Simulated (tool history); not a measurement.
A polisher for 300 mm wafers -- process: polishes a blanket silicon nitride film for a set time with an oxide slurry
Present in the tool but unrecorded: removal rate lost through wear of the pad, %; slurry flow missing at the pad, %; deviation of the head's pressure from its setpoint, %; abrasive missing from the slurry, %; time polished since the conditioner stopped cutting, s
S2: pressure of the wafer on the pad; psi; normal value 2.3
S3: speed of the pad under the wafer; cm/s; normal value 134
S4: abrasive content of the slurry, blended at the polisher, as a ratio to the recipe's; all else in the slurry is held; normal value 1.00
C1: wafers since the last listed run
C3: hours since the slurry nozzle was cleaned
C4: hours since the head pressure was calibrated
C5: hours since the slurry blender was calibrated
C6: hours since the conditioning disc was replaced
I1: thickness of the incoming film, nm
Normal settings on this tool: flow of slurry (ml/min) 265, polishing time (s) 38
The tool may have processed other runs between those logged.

run 1 hour=0.0 | flow_of_slurry_(ml/min)=315 S2=2.3 S3=134 S4=1.00 polishing_time_(s)=38 | C1=0 wafers_polished_on_this_pad=2010 C3=79.0 C4=78.2 C5=147.8 C6=305.2 | I1=248.9 | film_removed_(nm)=23.8
-- hour=21.0 conditioning disc replaced and pad reconditioned
-- hour=78.7 worn pad replaced by a new one
run 2 hour=128.2 | flow_of_slurry_(ml/min)=315 S2=2.3 S3=134 S4=1.00 polishing_time_(s)=38 | C1=945 wafers_polished_on_this_pad=382 C3=207.2 C4=206.4 C5=276.0 C6=107.2 | I1=248.4 | film_removed_(nm)=24.9
run 3 hour=197.4 | flow_of_slurry_(ml/min)=315 S2=2.3 S3=134 S4=1.00 polishing_time_(s)=38 | C1=535 wafers_polished_on_this_pad=918 C3=276.4 C4=275.6 C5=345.2 C6=176.4 | I1=251.7 | film_removed_(nm)=24.9
run 4 hour=241.5 | flow_of_slurry_(ml/min)=265 S2=2.8 S3=162 S4=1.00 polishing_time_(s)=38 | C1=341 wafers_polished_on_this_pad=1259 C3=320.5 C4=319.7 C5=389.3 C6=220.5 | I1=251.4 | film_removed_(nm)=34.5
-- hour=257.2 head pressure recalibrated
run 5 hour=275.5 | flow_of_slurry_(ml/min)=265 S2=2.3 S3=134 S4=1.00 polishing_time_(s)=38 | C1=247 wafers_polished_on_this_pad=1506 C3=354.5 C4=18.3 C5=423.3 C6=254.5 | I1=250.6 | film_removed_(nm)=22.8
-- hour=282.8 slurry blender recalibrated
run 6 hour=309.5 | flow_of_slurry_(ml/min)=265 S2=2.3 S3=134 S4=1.00 polishing_time_(s)=38 | C1=247 wafers_polished_on_this_pad=1754 C3=388.5 C4=52.3 C5=26.7 C6=288.5 | I1=252.9 | film_removed_(nm)=23.2
-- hour=346.5 conditioning disc replaced and pad reconditioned
run 7 hour=368.3 | flow_of_slurry_(ml/min)=265 S2=2.3 S3=134 S4=1.00 polishing_time_(s)=38 | C1=439 wafers_polished_on_this_pad=2193 C3=447.3 C4=111.1 C5=85.5 C6=21.8 | I1=250.0 | film_removed_(nm)=23.3
run 8 hour=407.0 | flow_of_slurry_(ml/min)=215 S2=2.3 S3=134 S4=0.75 polishing_time_(s)=27 | C1=299 wafers_polished_on_this_pad=2493 C3=486.0 C4=149.8 C5=124.2 C6=60.5 | I1=244.8 | film_removed_(nm)=12.3
-- hour=411.8 worn pad replaced by a new one
run 9 hour=464.1 | flow_of_slurry_(ml/min)=265 S2=2.3 S3=162 S4=0.80 polishing_time_(s)=38 | C1=410 wafers_polished_on_this_pad=404 C3=543.1 C4=206.9 C5=181.3 C6=117.6 | I1=253.4 | film_removed_(nm)=22.2
run 10 hour=500.4 | flow_of_slurry_(ml/min)=265 S2=2.3 S3=134 S4=1.00 polishing_time_(s)=38 | C1=280 wafers_polished_on_this_pad=685 C3=579.4 C4=243.2 C5=217.6 C6=153.9 | I1=253.0 | film_removed_(nm)=24.0
run 11 hour=554.4 | flow_of_slurry_(ml/min)=265 S2=2.3 S3=134 S4=1.00 polishing_time_(s)=38 | C1=417 wafers_polished_on_this_pad=1102 C3=633.4 C4=297.2 C5=271.6 C6=207.9 | I1=250.3 | film_removed_(nm)=24.5
-- hour=597.3 slurry nozzle cleaned
-- hour=608.2 head pressure recalibrated
run 12 hour=611.1 | flow_of_slurry_(ml/min)=175 S2=2.7 S3=108 S4=1.00 polishing_time_(s)=30 | C1=415 wafers_polished_on_this_pad=1518 C3=13.8 C4=2.9 C5=328.3 C6=264.6 | I1=248.8 | film_removed_(nm)=17.5
-- hour=638.2 conditioning disc replaced and pad reconditioned
run 13 hour=678.4 | flow_of_slurry_(ml/min)=345 S2=3.0 S3=134 S4=0.70 polishing_time_(s)=33 | C1=505 wafers_polished_on_this_pad=2023 C3=81.1 C4=70.2 C5=395.6 C6=40.2 | I1=247.3 | film_removed_(nm)=18.2
run 14 hour=728.4 | flow_of_slurry_(ml/min)=220 S2=2.0 S3=134 S4=0.80 polishing_time_(s)=33 | C1=386 wafers_polished_on_this_pad=2410 C3=131.1 C4=120.2 C5=445.6 C6=90.2 | I1=253.4 | film_removed_(nm)=14.2
-- hour=730.8 slurry blender recalibrated
-- hour=741.5 worn pad replaced by a new one
run 15 hour=763.7 | flow_of_slurry_(ml/min)=195 S2=1.6 S3=134 S4=1.00 polishing_time_(s)=38 | C1=226 wafers_polished_on_this_pad=171 C3=166.4 C4=155.5 C5=32.9 C6=125.5 | I1=255.2 | film_removed_(nm)=16.2
run 16 hour=808.8 | flow_of_slurry_(ml/min)=265 S2=2.3 S3=134 S4=0.80 polishing_time_(s)=38 | C1=348 wafers_polished_on_this_pad=520 C3=211.5 C4=200.6 C5=78.0 C6=170.6 | I1=252.8 | film_removed_(nm)=19.5
run 17 hour=837.6 | flow_of_slurry_(ml/min)=265 S2=2.3 S3=134 S4=1.00 polishing_time_(s)=38 | C1=222 wafers_polished_on_this_pad=743 C3=240.3 C4=229.4 C5=106.8 C6=199.4 | I1=250.0 | film_removed_(nm)=24.3
run 18 hour=902.7 | flow_of_slurry_(ml/min)=265 S2=2.3 S3=134 S4=1.00 polishing_time_(s)=38 | C1=503 wafers_polished_on_this_pad=1247 C3=305.4 C4=294.5 C5=171.9 C6=264.5 | I1=246.3 | film_removed_(nm)=24.7
-- hour=964.4 conditioning disc replaced and pad reconditioned
run 19 hour=970.5 | flow_of_slurry_(ml/min)=265 S2=2.3 S3=96 S4=1.00 polishing_time_(s)=38 | C1=509 wafers_polished_on_this_pad=1756 C3=373.2 C4=362.3 C5=239.7 C6=6.1 | I1=253.2 | film_removed_(nm)=20.3
run 20 hour=999.7 | flow_of_slurry_(ml/min)=265 S2=2.3 S3=134 S4=1.00 polishing_time_(s)=38 | C1=225 wafers_polished_on_this_pad=1981 C3=402.4 C4=391.5 C5=268.9 C6=35.3 | I1=250.8 | film_removed_(nm)=25.7
-- hour=1002.7 head pressure recalibrated
-- hour=1012.0 worn pad replaced by a new one
run 21 hour=1036.8 | flow_of_slurry_(ml/min)=300 S2=2.3 S3=134 S4=1.00 polishing_time_(s)=38 | C1=240 wafers_polished_on_this_pad=191 C3=439.5 C4=34.1 C5=306.0 C6=72.4 | I1=255.1 | film_removed_(nm)=23.2
run 22 hour=1072.6 | flow_of_slurry_(ml/min)=320 S2=2.7 S3=148 S4=1.10 polishing_time_(s)=38 | C1=276 wafers_polished_on_this_pad=468 C3=475.3 C4=69.9 C5=341.8 C6=108.2 | I1=245.9 | film_removed_(nm)=32.1
run 23 hour=1129.1 | flow_of_slurry_(ml/min)=265 S2=2.0 S3=134 S4=0.75 polishing_time_(s)=38 | C1=437 wafers_polished_on_this_pad=905 C3=531.8 C4=126.4 C5=398.3 C6=164.7 | I1=249.0 | film_removed_(nm)=15.3
run 24 hour=1170.4 | flow_of_slurry_(ml/min)=295 S2=2.1 S3=134 S4=1.00 polishing_time_(s)=38 | C1=319 wafers_polished_on_this_pad=1225 C3=573.1 C4=167.7 C5=439.6 C6=206.0 | I1=248.9 | film_removed_(nm)=21.9

Subtracting, for every run, the result it would have given without the tool's unlogged condition from the measured result gives the following. The same run-to-run variation enters both numbers; the gauge's scatter may not:
run=1 film_removed_(nm)=+0.3
run=2 film_removed_(nm)=+0.9
run=3 film_removed_(nm)=+1.3
run=4 film_removed_(nm)=+2.4
run=5 film_removed_(nm)=+0.0
run=6 film_removed_(nm)=+0.1
run=7 film_removed_(nm)=+0.2
run=8 film_removed_(nm)=+0.2
run=9 film_removed_(nm)=+0.7
run=10 film_removed_(nm)=+1.0
run=11 film_removed_(nm)=+1.4
run=12 film_removed_(nm)=+0.0
run=13 film_removed_(nm)=+0.2
run=14 film_removed_(nm)=+0.2
run=15 film_removed_(nm)=+0.4
run=16 film_removed_(nm)=+0.6
run=17 film_removed_(nm)=+1.0
run=18 film_removed_(nm)=+1.4
run=19 film_removed_(nm)=+1.7
run=20 film_removed_(nm)=+2.5
run=21 film_removed_(nm)=+0.0
run=22 film_removed_(nm)=+0.1
run=23 film_removed_(nm)=+0.2
run=24 film_removed_(nm)=+0.5
